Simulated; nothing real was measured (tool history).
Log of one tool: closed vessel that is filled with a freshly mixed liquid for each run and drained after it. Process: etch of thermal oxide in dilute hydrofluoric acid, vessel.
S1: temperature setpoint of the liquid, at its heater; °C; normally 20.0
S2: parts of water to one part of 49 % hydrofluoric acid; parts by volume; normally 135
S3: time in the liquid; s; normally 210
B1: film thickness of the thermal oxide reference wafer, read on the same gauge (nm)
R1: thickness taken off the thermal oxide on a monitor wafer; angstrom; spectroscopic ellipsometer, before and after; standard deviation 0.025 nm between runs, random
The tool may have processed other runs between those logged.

Run 1, hour 0.0: usual settings; B1 139.95. Result: R1 53.3 angstrom.
Run 2, hour 13.5: usual settings; B1 140.01. Result: R1 52.8 angstrom.
Run 3, hour 24.8: usual settings; B1 140.01. Result: R1 53.2 angstrom.
Run 4, hour 39.5: usual settings but S3 145 s; B1 139.99. Result: R1 36.3 angstrom.
Run 5, hour 52.9: usual settings but S3 145 s; B1 139.96. Result: R1 36.5 angstrom.
Run 6, hour 59.3: usual settings but S3 145 s; B1 140.01. Result: R1 36.5 angstrom.
Run 7, hour 74.0: usual settings; B1 140.00. Result: R1 52.8 angstrom.
Run 8, hour 80.3: usual settings; B1 139.99. Result: R1 52.8 angstrom.
Run 9, hour 94.7: usual settings; B1 140.06. Result: R1 52.8 angstrom.
Run 10, hour 104.2: usual settings; B1 140.02. Result: R1 52.8 angstrom.
At hour 111.0: hydrofluoric acid flow meter replaced.
Run 11, hour 116.3: usual settings; B1 139.98. Result: R1 52.7 angstrom.
Run 12, hour 124.0: usual settings but S1 24.5 °C, S2 85 parts by volume; B1 140.04. Result: R1 105.7 angstrom.
At hour 133.8: thermometer replaced.
Run 13, hour 136.2: usual settings but S3 320 s; B1 140.01. Result: R1 90.4 angstrom.
Run 14, hour 152.9: usual settings but S1 22.0 °C, S2 80 parts by volume, S3 95 s; B1 140.02. Result: R1 52.2 angstrom.
Run 15, hour 161.1: usual settings; B1 139.98. Result: R1 59.1 angstrom.
Run 16, hour 200.5: usual settings but S1 18.5 °C, S3 260 s; B1 139.99. Result: R1 68.3 angstrom.
At hour 213.4: gauge calibrated.
Run 17, hour 218.0: usual settings; B1 140.01. Result: R1 58.7 angstrom.
Run 18, hour 235.6: usual settings but S1 17.0 °C, S2 75 parts by volume; B1 140.00. Result: R1 99.2 angstrom.
Run 19, hour 243.2: usual settings; B1 140.02. Result: R1 58.5 angstrom.
Run 20, hour 251.2: usual settings but S1 17.0 °C; B1 139.98. Result: R1 52.1 angstrom.
Run 21, hour 261.3: usual settings but S1 17.0 °C, S3 295 s; B1 139.98. Result: R1 72.4 angstrom.
Run 22, hour 270.1: usual settings but S1 17.0 °C, S3 310 s; B1 140.01. Result: R1 76.0 angstrom.

Here are 5 independent what-if runs from the current tool condition. What would each one return?
Run A, hour 270.8: usual settings but S2 95 parts by volume; B1 ?. Result: R1 ?.
Run B, hour 270.8: usual settings but S1 17.0 °C, S2 90 parts by volume, S3 330 s; B1 ?. Result: R1 ?.
Run C, hour 270.8: usual settings but S1 17.0 °C, S2 185 parts by volume, S3 110 s; B1 ?. Result: R1 ?.
Run D, hour 270.8: usual settings but S3 305 s; B1 ?. Result: R1 ?.
Run E, hour 270.8: usual settings but S3 255 s; B1 ?. Result: R1 ?.

run      B1     R1
  A  140.03   87.1
  B  140.03  128.1
  C  140.03   18.9
  D  140.03   85.3
  E  140.03   71.3
What these runs would have given with no unlogged condition in the tool:
run     R1
  A   88.9
  B  130.7
  C   19.3
  D   86.9
  E   72.7
